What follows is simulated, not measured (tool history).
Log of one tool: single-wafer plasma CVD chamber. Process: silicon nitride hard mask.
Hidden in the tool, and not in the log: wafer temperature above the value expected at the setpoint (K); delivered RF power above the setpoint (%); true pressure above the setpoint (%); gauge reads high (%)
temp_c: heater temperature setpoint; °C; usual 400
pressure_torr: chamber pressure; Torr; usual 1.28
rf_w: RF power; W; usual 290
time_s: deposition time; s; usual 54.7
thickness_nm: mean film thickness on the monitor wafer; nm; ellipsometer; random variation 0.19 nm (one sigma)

run     day  temp_c  pressure_torr  rf_w  time_s  wafers since the last listed run  hours since the last thermocouple change  hours since the last RF generator calibration  hours since the last manometer calibration  hours since the showerhead was replaced  hours since the gauge calibration  read-back reference wafer on the same gauge, thickness_nm  thickness_nm
  1   0.000     400           1.28   290    54.7                                 0                                    1532.4                                          474.4                                       427.9                                   5707.5                             3660.9                                                     64.791        62.088
  2   3.262     400           1.28   290    54.7                              2227                                    1610.7                                          552.7                                       506.2                                   5785.8                             3739.2                                                     64.797        62.147
  3   6.892     400           1.28   290    54.7                              2477                                    1697.8                                          639.8                                       593.3                                   5872.9                             3826.3                                                     64.817        62.219
      9.396  -- capacitance manometer re-zeroed and calibrated, repeated, since the last time left the tool worse
  4  11.888     392           1.56   275    48.1                              3183                                    1817.7                                          759.7                                        59.8                                   5992.8                             3946.2                                                     64.835        53.451
  5  14.871     400           1.40   290    64.8                              2036                                    1889.3                                          831.3                                       131.4                                   6064.4                             4017.8                                                     64.824        72.794
  6  18.300     400           1.28   290    54.7                              2341                                    1971.6                                          913.6                                       213.7                                   6146.7                             4100.1                                                     64.836        60.537
  7  22.592     400           1.58   290    54.7                              2930                                    2074.6                                         1016.6                                       316.7                                   6249.7                             4203.1                                                     64.783        64.698
  8  25.042     400           1.43   290    54.7                              1672                                    2133.4                                         1075.4                                       375.5                                   6308.5                             4261.9                                                     64.797        62.366
     25.704  -- thermocouple changed; heater temperature recalibrated
     27.354  -- showerhead replaced
  9  27.375     400           1.28   290    54.7                              1137                                      40.1                                         1131.4                                       431.5                                      0.5                             4317.9                                                     64.804        60.602
 10  30.129     400           1.28   290    54.7                              1880                                     106.2                                         1197.5                                       497.6                                     66.6                             4384.0                                                     64.816        60.397
 11  33.217     408           0.98   330    63.4                              2107                                     180.3                                         1271.6                                       571.7                                    140.7                             4458.1                                                     64.821        72.136
 12  35.721     400           1.15   290    62.7                              1709                                     240.4                                         1331.7                                       631.8                                    200.8                             4518.2                                                     64.740        67.446
 13  38.138     400           1.28   275    54.7                              1649                                     298.4                                         1389.7                                       689.8                                    258.8                             4576.2                                                     64.877        57.411
 14  41.175     386           1.45   345    60.4                              2073                                     371.3                                         1462.6                                       762.7                                    331.7                             4649.1                                                     64.798        81.682
 15  52.883     400           1.28   320    54.7                              7993                                     652.3                                         1743.6                                      1043.7                                    612.7                             4930.1                                                     64.787        66.693
     54.417  -- RF generator calibrated
 16  54.829     400           1.28   290    54.7                              1100                                     699.0                                            9.9                                      1090.4                                    659.4                             4976.8                                                     64.825        60.458
 17  58.221     393           1.50   235    54.7                              2315                                     780.4                                           91.3                                      1171.8                                    740.8                             5058.2                                                     64.823        51.127
 18  59.942     410           1.28   250    54.7                              1174                                     821.7                                          132.6                                      1213.1                                    782.1                             5099.5                                                     64.802        51.883
     62.700  -- gauge calibrated
 19  64.325     400           1.00   290    46.7                              2992                                     926.9                                          237.8                                      1318.3                                    887.3                               39.0                                                     64.848        47.790
 20  66.650     400           1.28   290    54.7                              1587                                     982.7                                          293.6                                      1374.1                                    943.1                               94.8                                                     64.772        60.749
 21  69.221     410           1.28   250    54.7                              1755                                    1044.4                                          355.3                                      1435.8                                   1004.8                              156.5                                                     64.759        51.832
     70.750  -- capacitance manometer re-zeroed and calibrated
 22  73.367     412           1.53   240    63.1                              2602                                    1143.9                                          454.8                                        62.8                                   1104.3                              256.0                                                     64.874        60.132
 23  81.729     400           1.28   290    54.7                              5709                                    1344.6                                          655.5                                       263.5                                   1305.0                              456.7                                                     64.789        60.494
 24  84.754     400           1.28   290    54.7                              2065                                    1417.2                                          728.1                                       336.1                                   1377.6                              529.3                                                     64.802        60.360
 25  87.200     391           1.28   290    54.7                              1669                                    1475.9                                          786.8                                       394.8                                   1436.3                              588.0                                                     64.770        60.629
 26  91.592     393           1.28   350    49.8                              2998                                    1581.3                                          892.2                                       500.2                                   1541.7                              693.4                                                     64.753        65.256
 27  95.183     385           1.55   325    54.7                              2452                                    1667.5                                          978.4                                       586.4                                   1627.9                              779.6                                                     64.796        71.729

5 ways to go on from here, each from the tool as it stands after run 27. What would each give?
  A  95.200     414           1.28   290    54.7                                11                                    1667.9                                          978.8                                       586.8                                   1628.3                              780.0                                                          ?             ?
  B  95.200     410           1.00   255    49.9                                11                                    1667.9                                          978.8                                       586.8                                   1628.3                              780.0                                                          ?             ?
  C  95.200     396           1.51   250    44.1                                11                                    1667.9                                          978.8                                       586.8                                   1628.3                              780.0                                                          ?             ?
  D  95.200     400           1.12   290    47.0                                11                                    1667.9                                          978.8                                       586.8                                   1628.3                              780.0                                                          ?             ?
  E  95.200     400           1.47   320    54.7                                11                                    1667.9                                          978.8                                       586.8                                   1628.3                              780.0                                                          ?             ?

run  read-back reference wafer on the same gauge, thickness_nm  thickness_nm
  A                                                     64.760        60.190
  B                                                     64.760        44.430
  C                                                     64.760        44.192
  D                                                     64.760        49.914
  E                                                     64.760        69.287
Without the tool's hidden state the same runs would have given:
run  thickness_nm
  A        59.736
  B        44.068
  C        43.882
  D        49.507
  E        68.790

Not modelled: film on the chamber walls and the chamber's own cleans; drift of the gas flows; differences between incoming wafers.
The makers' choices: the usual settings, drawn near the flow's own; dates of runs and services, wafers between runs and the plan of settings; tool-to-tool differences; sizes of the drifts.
